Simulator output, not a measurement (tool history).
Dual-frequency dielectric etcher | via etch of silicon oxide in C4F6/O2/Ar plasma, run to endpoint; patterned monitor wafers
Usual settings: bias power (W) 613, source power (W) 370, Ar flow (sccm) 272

run,hour,bias power (W),source power (W),Ar flow (sccm),wafers since the last listed run,hours since the last wet clean,hours since the last bias power generator calibration,hours since the last source power generator calibration,hours since the last Ar flow controller change,hours since the last upper electrode change,"incoming incoming film thickness, nm",endpoint time (s)
1,0,613,370,248,0,478.6,1616.2,3644.2,1452.7,4196.1,128.2,25.9
2,28.4,732,370,272,442,507,1644.6,3672.6,1481.1,4224.5,128.9,24.5
# hour 82.1: wet clean of the chamber
3,82.6,646,370,272,470,0.5,1698.8,3726.8,1535.3,4278.7,127.3,24.6
4,85,646,370,272,37,2.9,1701.2,3729.2,1537.7,4281.1,128.3,24.7
5,110.7,613,320,272,400,28.6,1726.9,3754.9,1563.4,4306.8,127.8,25.8
6,125.4,613,370,272,229,43.3,1741.6,3769.6,1578.1,4321.5,129.2,25.1
# hour 138.1: bias power generator calibrated
7,154.5,613,370,272,391,72.4,16.4,3798.7,1607.2,4350.6,128.5,25
8,186.9,613,430,272,505,104.8,48.8,3831.1,1639.6,4383,127.8,24.3
9,200.1,613,430,272,205,118,62,3844.3,1652.8,4396.2,128.3,24.3
# hour 237.6: upper electrode replaced
10,238.1,691,420,272,218,156,100,3882.3,1690.8,0.5,129.2,23.5
11,271.5,613,370,272,520,189.4,133.4,3915.7,1724.2,33.9,127.6,25.2
12,303.5,613,370,272,498,221.4,165.4,3947.7,1756.2,65.9,127.3,25
13,330.5,646,370,272,421,248.4,192.4,3974.7,1783.2,92.9,128,25.3
14,344.5,613,370,248,218,262.4,206.4,3988.7,1797.2,106.9,129.1,25.3
15,377.4,690,290,328,513,295.3,239.3,4021.6,1830.1,139.8,128.6,26.1
# hour 399.6: Ar flow controller replaced
16,400.1,613,370,272,260,318,262,4044.3,0.5,162.5,127.7,25
17,408.6,559,370,296,132,326.5,270.5,4052.8,9,171,127.6,26.3
# hour 415.5: source power generator calibrated
18,431.9,666,310,302,300,349.8,293.8,16.4,32.3,194.3,128.5,26.2
19,454.1,738,320,312,346,372,316,38.6,54.5,216.5,127.5,25
20,476.5,529,370,272,349,394.4,338.4,61,76.9,238.9,127.9,26.5
21,508.2,651,370,272,494,426.1,370.1,92.7,108.6,270.6,128,25.1
22,526.3,613,300,272,282,444.2,388.2,110.8,126.7,288.7,128.1,27

The next listed run, before its measurement:
23,553.9,613,370,272,430,471.8,415.8,138.4,154.3,316.3,128.9,?

{"run 23": {"endpoint time (s)": 26.2}}
Without the tool's hidden state the same run would have given endpoint time (s) 25.2.

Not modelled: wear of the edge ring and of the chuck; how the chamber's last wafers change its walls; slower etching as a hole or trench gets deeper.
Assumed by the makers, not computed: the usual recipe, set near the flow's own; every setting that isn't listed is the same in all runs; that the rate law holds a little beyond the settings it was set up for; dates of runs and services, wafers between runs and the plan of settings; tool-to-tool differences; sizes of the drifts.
